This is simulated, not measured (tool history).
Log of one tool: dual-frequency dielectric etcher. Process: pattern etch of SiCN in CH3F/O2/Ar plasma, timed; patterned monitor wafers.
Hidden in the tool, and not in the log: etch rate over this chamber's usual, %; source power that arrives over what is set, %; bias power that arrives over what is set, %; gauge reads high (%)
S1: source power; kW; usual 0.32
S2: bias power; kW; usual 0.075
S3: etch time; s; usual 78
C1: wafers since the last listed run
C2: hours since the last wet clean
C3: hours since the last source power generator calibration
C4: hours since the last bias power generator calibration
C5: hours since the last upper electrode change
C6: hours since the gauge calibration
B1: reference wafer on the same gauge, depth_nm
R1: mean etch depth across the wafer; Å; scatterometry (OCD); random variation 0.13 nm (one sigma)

run,hour,S1,S2,S3,C1,C2,C3,C4,C5,C6,B1,R1
1,0,0.32,0.06,78,0,213,1687.9,4114.9,4959.5,466.9,25.76,239.9
2,17.9,0.32,0.066,78,136,230.9,1705.8,4132.8,4977.4,484.8,25.74,251.5
3,48.4,0.32,0.066,78,233,261.4,1736.3,4163.3,5007.9,515.3,25.75,248.7
# hour 63.5: bias power generator calibrated
4,83.5,0.32,0.09,78,237,296.5,1771.4,20,5043,550.4,25.85,290.2
5,105.2,0.38,0.075,78,165,318.2,1793.1,41.7,5064.7,572.1,25.89,286.7
6,185.5,0.32,0.075,89.5,613,398.5,1873.4,122,5145,652.4,25.9,308.7
7,207.6,0.36,0.066,59,168,420.6,1895.5,144.1,5167.1,674.5,25.97,199.9
8,238.6,0.36,0.065,78,236,451.6,1926.5,175.1,5198.1,705.5,25.97,265.3
# hour 243.2: source power generator calibrated
9,273.3,0.34,0.068,87.5,234,486.3,30.1,209.8,5232.8,740.2,25.98,297.8
10,290.9,0.32,0.075,78,134,503.9,47.7,227.4,5250.4,757.8,25.99,270.6
11,303.3,0.36,0.064,89.5,94,516.3,60.1,239.8,5262.8,770.2,26.04,300.2
# hour 369.1: gauge calibrated
12,378.1,0.29,0.059,66,571,591.1,134.9,314.6,5337.6,9,25.25,189.6
# hour 402.6: wet clean of the chamber
# hour 415.5: upper electrode replaced
13,416,0.28,0.089,57.5,7,13.4,172.8,352.5,0.5,46.9,25.32,198.7
14,434.9,0.32,0.089,78,144,32.3,191.7,371.4,19.4,65.8,25.31,281.7
15,455.2,0.29,0.075,68,155,52.6,212,391.7,39.7,86.1,25.32,220.1
16,480.4,0.32,0.075,78,192,77.8,237.2,416.9,64.9,111.3,25.36,263.1
17,515.4,0.37,0.075,71.5,267,112.8,272.2,451.9,99.9,146.3,25.45,253
18,538.6,0.29,0.075,92.5,177,136,295.4,475.1,123.1,169.5,25.43,302.3
19,555.9,0.32,0.075,84.5,132,153.3,312.7,492.4,140.4,186.8,25.45,287.5
20,589.8,0.26,0.075,78,259,187.2,346.6,526.3,174.3,220.7,25.47,241.2
21,607,0.32,0.088,78,131,204.4,363.8,543.5,191.5,237.9,25.45,282
22,620,0.25,0.091,58.5,99,217.4,376.8,556.5,204.5,250.9,25.5,195.8
23,634.4,0.32,0.075,78,110,231.8,391.2,570.9,218.9,265.3,25.54,263.1
24,691.1,0.29,0.064,78,433,288.5,447.9,627.6,275.6,322,25.59,237.7
25,726.6,0.38,0.06,90,271,324,483.4,663.1,311.1,357.5,25.65,292.7
26,755.1,0.32,0.075,78,217,352.5,511.9,691.6,339.6,386,25.65,266.9
27,780.1,0.32,0.075,78,191,377.5,536.9,716.6,364.6,411,25.62,268
28,801.6,0.32,0.075,78,164,399,558.4,738.1,386.1,432.5,25.63,265.3
29,835.9,0.32,0.075,78,262,433.3,592.7,772.4,420.4,466.8,25.72,265.9

What the log doesn't show, run by run:
etch rate over this chamber's usual, %: 0 in every run
source power that arrives over what is set, %: 0 in every run
bias power that arrives over what is set, %: 0 in every run
H1: gauge reads high (%)
run,H1
1,1.33
2,1.4
3,1.51
4,1.64
5,1.72
6,2.02
7,2.1
8,2.22
9,2.35
10,2.41
11,2.46
12,-0.484
13,-0.344
14,-0.274
15,-0.199
16,-0.105
17,0.0245
18,0.11
19,0.175
20,0.3
21,0.364
22,0.412
23,0.465
24,0.675
25,0.807
26,0.913
27,1.01
28,1.08
29,1.21
